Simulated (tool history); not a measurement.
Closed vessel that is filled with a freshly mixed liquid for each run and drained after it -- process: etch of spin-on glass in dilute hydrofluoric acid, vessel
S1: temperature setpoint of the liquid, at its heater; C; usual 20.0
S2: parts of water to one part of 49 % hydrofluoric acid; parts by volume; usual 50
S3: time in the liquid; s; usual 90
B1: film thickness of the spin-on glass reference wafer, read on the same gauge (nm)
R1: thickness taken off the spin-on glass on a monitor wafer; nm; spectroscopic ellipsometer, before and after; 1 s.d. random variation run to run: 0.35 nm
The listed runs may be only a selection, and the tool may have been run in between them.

run 1 hour=0.0 | S1=20.0 S2=50 S3=90 | B1=107.66 | R1=45.98
run 2 hour=66.0 | S1=20.0 S2=50 S3=90 | B1=107.31 | R1=46.23
run 3 hour=125.9 | S1=22.0 S2=50 S3=90 | B1=106.97 | R1=49.91
run 4 hour=158.4 | S1=22.0 S2=50 S3=90 | B1=106.74 | R1=50.51
run 5 hour=186.8 | S1=20.0 S2=50 S3=90 | B1=106.56 | R1=45.67
run 6 hour=218.2 | S1=20.0 S2=50 S3=90 | B1=106.32 | R1=45.86
run 7 hour=262.4 | S1=20.0 S2=50 S3=90 | B1=106.06 | R1=45.54
run 8 hour=294.7 | S1=20.0 S2=50 S3=90 | B1=105.77 | R1=45.97
run 9 hour=341.7 | S1=20.0 S2=50 S3=90 | B1=105.39 | R1=44.59
run 10 hour=387.1 | S1=20.0 S2=50 S3=90 | B1=105.01 | R1=44.80
-- hour=418.7 gauge calibrated
run 11 hour=446.4 | S1=20.0 S2=50 S3=90 | B1=110.63 | R1=47.42
run 12 hour=514.0 | S1=20.0 S2=50 S3=90 | B1=110.62 | R1=48.10
-- hour=522.0 hydrofluoric acid flow meter replaced
run 13 hour=562.7 | S1=20.0 S2=50 S3=90 | B1=110.57 | R1=47.33
run 14 hour=593.5 | S1=20.0 S2=50 S3=90 | B1=110.55 | R1=47.35
run 15 hour=618.4 | S1=20.0 S2=50 S3=115 | B1=110.52 | R1=60.23
run 16 hour=677.6 | S1=20.0 S2=70 S3=60 | B1=110.38 | R1=22.07
run 17 hour=710.0 | S1=21.5 S2=50 S3=60 | B1=110.28 | R1=33.26
-- hour=722.8 thermometer replaced
run 18 hour=750.5 | S1=20.0 S2=50 S3=90 | B1=110.17 | R1=47.41
run 19 hour=786.4 | S1=20.0 S2=50 S3=90 | B1=110.06 | R1=47.30
run 20 hour=841.8 | S1=20.0 S2=60 S3=125 | B1=109.87 | R1=54.04
run 21 hour=911.0 | S1=21.5 S2=50 S3=115 | B1=109.58 | R1=64.02
run 22 hour=961.5 | S1=20.0 S2=50 S3=90 | B1=109.28 | R1=46.76
run 23 hour=997.5 | S1=20.0 S2=50 S3=140 | B1=109.11 | R1=73.03
run 24 hour=1027.9 | S1=18.5 S2=70 S3=90 | B1=108.97 | R1=30.31
run 25 hour=1057.1 | S1=17.0 S2=75 S3=65 | B1=108.81 | R1=19.37
run 26 hour=1109.7 | S1=20.0 S2=50 S3=90 | B1=108.49 | R1=46.41
run 27 hour=1155.8 | S1=20.0 S2=50 S3=35 | B1=108.17 | R1=18.33

Each row is a separate what-if for the run after 27, all from the same tool condition, not one after another. Results?
run A hour=1156.5 | S1=23.5 S2=50 S3=90 | B1=? | R1=?
run B hour=1156.5 | S1=20.0 S2=40 S3=135 | B1=? | R1=?
run C hour=1156.5 | S1=17.0 S2=45 S3=105 | B1=? | R1=?
run D hour=1156.5 | S1=17.0 S2=50 S3=70 | B1=? | R1=?

run=A B1=108.16 R1=53.44
run=B B1=108.16 R1=87.58
run=C B1=108.16 R1=52.88
run=D B1=108.16 R1=31.55
Without the tool's unlogged condition, the same runs would have read:
run=A R1=54.35
run=B R1=89.07
run=C R1=53.78
run=D R1=32.09

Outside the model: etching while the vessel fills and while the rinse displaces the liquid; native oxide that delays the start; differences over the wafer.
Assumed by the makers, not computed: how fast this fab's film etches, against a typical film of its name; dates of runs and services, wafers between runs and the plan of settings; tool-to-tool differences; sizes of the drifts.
